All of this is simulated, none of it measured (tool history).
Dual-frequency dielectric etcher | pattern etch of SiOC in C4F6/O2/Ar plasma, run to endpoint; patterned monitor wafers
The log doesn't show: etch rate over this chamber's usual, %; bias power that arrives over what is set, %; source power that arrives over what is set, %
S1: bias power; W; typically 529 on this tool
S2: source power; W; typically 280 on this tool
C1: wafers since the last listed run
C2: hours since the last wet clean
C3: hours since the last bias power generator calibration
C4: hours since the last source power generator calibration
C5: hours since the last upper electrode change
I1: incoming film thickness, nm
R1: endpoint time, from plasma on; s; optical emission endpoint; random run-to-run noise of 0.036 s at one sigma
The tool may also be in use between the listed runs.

{"run": 1, "hour": 0.0, "S1": 529, "S2": 280, "C1": 0, "C2": 243.1, "C3": 3114, "C4": 3588.4, "C5": 2326.4, "I1": 32.56, "R1": 11.7}
{"run": 2, "hour": 86.7, "S1": 529, "S2": 310, "C1": 824, "C2": 329.8, "C3": 3200.7, "C4": 3675.1, "C5": 2413.1, "I1": 32.56, "R1": 11.5}
{"run": 3, "hour": 131.5, "S1": 529, "S2": 280, "C1": 426, "C2": 374.6, "C3": 3245.5, "C4": 3719.9, "C5": 2457.9, "I1": 33.17, "R1": 12}
{"hour": 162.4, "done": "wet clean of the chamber"}
{"run": 4, "hour": 193.6, "S1": 498, "S2": 280, "C1": 362, "C2": 31.2, "C3": 3307.6, "C4": 3782, "C5": 2520, "I1": 32.42, "R1": 11.8}
{"run": 5, "hour": 276.9, "S1": 498, "S2": 280, "C1": 792, "C2": 114.5, "C3": 3390.9, "C4": 3865.3, "C5": 2603.3, "I1": 32.47, "R1": 11.8}
{"run": 6, "hour": 326.7, "S1": 529, "S2": 280, "C1": 473, "C2": 164.3, "C3": 3440.7, "C4": 3915.1, "C5": 2653.1, "I1": 32.77, "R1": 11.7}
{"run": 7, "hour": 364.6, "S1": 529, "S2": 280, "C1": 360, "C2": 202.2, "C3": 3478.6, "C4": 3953, "C5": 2691, "I1": 32.68, "R1": 11.7}
{"run": 8, "hour": 423.2, "S1": 529, "S2": 280, "C1": 557, "C2": 260.8, "C3": 3537.2, "C4": 4011.6, "C5": 2749.6, "I1": 32.43, "R1": 11.7}
{"run": 9, "hour": 492.7, "S1": 529, "S2": 280, "C1": 661, "C2": 330.3, "C3": 3606.7, "C4": 4081.1, "C5": 2819.1, "I1": 32.81, "R1": 11.9}
{"hour": 539.3, "done": "wet clean of the chamber"}
{"run": 10, "hour": 560.2, "S1": 529, "S2": 280, "C1": 413, "C2": 20.9, "C3": 3674.2, "C4": 4148.6, "C5": 2886.6, "I1": 32.56, "R1": 11.6}

Run 11 is up next; what results do you expect?
{"run": 11, "hour": 714.9, "S1": 449, "S2": 340, "C1": 1471, "C2": 175.6, "C3": 3828.9, "C4": 4303.3, "C5": 3041.3, "I1": 32.31, "R1": "?"}

R1: 11.6 s
If the tool had no hidden condition, the same run with the same run-to-run variation would have returned R1 11.5 s.
